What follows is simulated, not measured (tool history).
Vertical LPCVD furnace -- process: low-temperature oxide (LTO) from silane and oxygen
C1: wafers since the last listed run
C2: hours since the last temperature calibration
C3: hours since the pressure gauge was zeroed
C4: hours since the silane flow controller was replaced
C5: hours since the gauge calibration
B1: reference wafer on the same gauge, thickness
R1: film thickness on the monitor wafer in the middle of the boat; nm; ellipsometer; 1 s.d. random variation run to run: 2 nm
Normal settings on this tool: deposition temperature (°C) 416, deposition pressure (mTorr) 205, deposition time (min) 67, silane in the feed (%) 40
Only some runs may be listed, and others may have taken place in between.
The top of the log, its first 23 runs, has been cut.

Run 24, day 28.004: usual settings but deposition pressure (mTorr) 230, deposition time (min) 41, silane in the feed (%) 43; C1 257; C2 186.2; C3 566.2; C4 99.2; C5 382.2; B1 794.68. Result: R1 523.08 nm.
Run 25, day 29.367: usual settings but deposition pressure (mTorr) 190, deposition time (min) 85, silane in the feed (%) 45; C1 363; C2 218.9; C3 598.9; C4 131.9; C5 414.9; B1 794.91. Result: R1 935.73 nm.
Run 26, day 30.004: usual settings but deposition pressure (mTorr) 190; C1 169; C2 234.2; C3 614.2; C4 147.2; C5 430.2; B1 794.84. Result: R1 653.35 nm.
Run 27, day 30.854: usual settings but deposition temperature (°C) 426, deposition pressure (mTorr) 240, deposition time (min) 46, silane in the feed (%) 43; C1 226; C2 254.6; C3 634.6; C4 167.6; C5 450.6; B1 795.13. Result: R1 673.82 nm.
Run 28, day 32.108: usual settings but deposition temperature (°C) 411, deposition pressure (mTorr) 245, deposition time (min) 60, silane in the feed (%) 44; C1 334; C2 284.7; C3 664.7; C4 197.7; C5 480.7; B1 794.96. Result: R1 793.41 nm.
Run 29, day 33.167: usual settings; C1 282; C2 310.1; C3 690.1; C4 223.1; C5 506.1; B1 794.99. Result: R1 706.52 nm.
Run 30, day 34.612: usual settings but silane in the feed (%) 33; C1 385; C2 344.8; C3 724.8; C4 257.8; C5 540.8; B1 795.54. Result: R1 558.45 nm.
Run 31, day 35.683: usual settings but deposition pressure (mTorr) 175, deposition time (min) 86, silane in the feed (%) 36; C1 285; C2 370.5; C3 750.5; C4 283.5; C5 566.5; B1 795.09. Result: R1 679.65 nm.

Here are 4 independent what-if runs from the current tool condition. What would each one return?
Run A, day 35.908: usual settings but silane in the feed (%) 46; C1 59; C2 375.9; C3 755.9; C4 288.9; C5 571.9; B1 ?. Result: R1 ?.
Run B, day 35.908: usual settings but deposition time (min) 43.5; C1 59; C2 375.9; C3 755.9; C4 288.9; C5 571.9; B1 ?. Result: R1 ?.
Run C, day 35.908: usual settings but deposition temperature (°C) 405, deposition pressure (mTorr) 250, silane in the feed (%) 33; C1 59; C2 375.9; C3 755.9; C4 288.9; C5 571.9; B1 ?. Result: R1 ?.
Run D, day 35.908: usual settings but deposition temperature (°C) 406; C1 59; C2 375.9; C3 755.9; C4 288.9; C5 571.9; B1 ?. Result: R1 ?.

run     B1      R1
  A  795.2  816.32
  B  795.2  458.96
  C  795.2  601.13
  D  795.2  636.56
With the hidden condition removed and each run's random variation left untouched, the same runs would have given:
run      R1
  A  800.38
  B  449.56
  C  587.58
  D  623.02

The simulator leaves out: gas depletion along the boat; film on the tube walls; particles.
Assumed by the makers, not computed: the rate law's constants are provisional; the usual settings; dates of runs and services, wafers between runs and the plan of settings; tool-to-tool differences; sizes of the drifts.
